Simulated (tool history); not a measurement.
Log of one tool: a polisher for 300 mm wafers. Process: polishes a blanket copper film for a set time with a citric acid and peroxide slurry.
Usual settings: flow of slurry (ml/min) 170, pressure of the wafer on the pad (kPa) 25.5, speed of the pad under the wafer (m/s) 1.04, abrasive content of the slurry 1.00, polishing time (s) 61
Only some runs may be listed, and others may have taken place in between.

run,hour,flow of slurry (ml/min),pressure of the wafer on the pad (kPa),speed of the pad under the wafer (m/s),abrasive content of the slurry,polishing time (s),wafers since the last listed run,wafers polished on this pad,hours since the slurry nozzle was cleaned,hours since the head pressure was calibrated,hours since the slurry blender was calibrated,"incoming thickness of the incoming film, nm",film removed (nm)
1,0.0,170,25.5,1.04,1.20,61,0,992,327.9,789.8,114.5,487.8,222.9
# hour 1.4: worn pad replaced by a new one
2,18.3,170,25.5,1.04,1.00,50,211,211,346.2,808.1,132.8,489.7,180.4
3,52.7,170,25.5,1.04,1.00,50,430,641,380.6,842.5,167.2,499.3,179.9
4,70.8,185,25.5,1.04,1.00,75,226,868,398.7,860.6,185.3,482.6,272.5
# hour 76.8: worn pad replaced by a new one
5,106.4,170,25.5,1.16,1.00,48,395,370,434.3,896.2,220.9,493.8,194.5
6,125.7,170,25.5,1.16,1.00,48,241,612,453.6,915.5,240.2,489.3,187.5
# hour 128.2: slurry nozzle cleaned
# hour 148.2: worn pad replaced by a new one
7,148.7,170,25.5,1.04,1.00,61,225,6,20.5,938.5,263.2,483.7,224.3
8,176.6,195,25.5,1.04,1.00,77,349,355,48.4,966.4,291.1,496.1,283.8
# hour 218.3: worn pad replaced by a new one
# hour 253.7: slurry blender recalibrated
9,254.2,170,25.5,1.04,1.00,61,896,423,126.0,1044.0,0.5,488.4,219.8
# hour 270.8: head pressure recalibrated
10,281.6,145,25.5,1.04,1.00,61,317,741,153.4,10.8,27.9,483.1,190.5
# hour 298.5: worn pad replaced by a new one
11,312.0,170,25.5,1.04,1.00,61,330,169,183.8,41.2,58.3,496.9,199.5
12,337.1,210,25.5,1.04,1.25,61,314,483,208.9,66.3,83.4,482.9,212.4
13,349.9,170,25.5,1.04,1.00,44,160,643,221.7,79.1,96.2,485.4,143.1
# hour 369.9: worn pad replaced by a new one
14,371.8,205,33.1,1.04,0.70,71,224,23,243.6,101.0,118.1,490.9,290.3

Below are 4 alternative next runs, each starting from the tool's condition after run 14. Predict each:
A,372.2,170,25.5,1.04,1.00,61,5,28,244.0,101.4,118.5,489.8,?
B,372.2,125,25.5,1.04,1.00,53,5,28,244.0,101.4,118.5,489.8,?
C,372.2,205,28.3,1.04,0.75,61,5,28,244.0,101.4,118.5,489.8,?
D,372.2,170,25.5,0.72,1.00,61,5,28,244.0,101.4,118.5,489.8,?

run,film removed (nm)
A,200.6
B,163.8
C,218.3
D,151.2
What these runs would have given with no unlogged condition in the tool:
run,film removed (nm)
A,197.8
B,161.6
C,215.3
D,149.2

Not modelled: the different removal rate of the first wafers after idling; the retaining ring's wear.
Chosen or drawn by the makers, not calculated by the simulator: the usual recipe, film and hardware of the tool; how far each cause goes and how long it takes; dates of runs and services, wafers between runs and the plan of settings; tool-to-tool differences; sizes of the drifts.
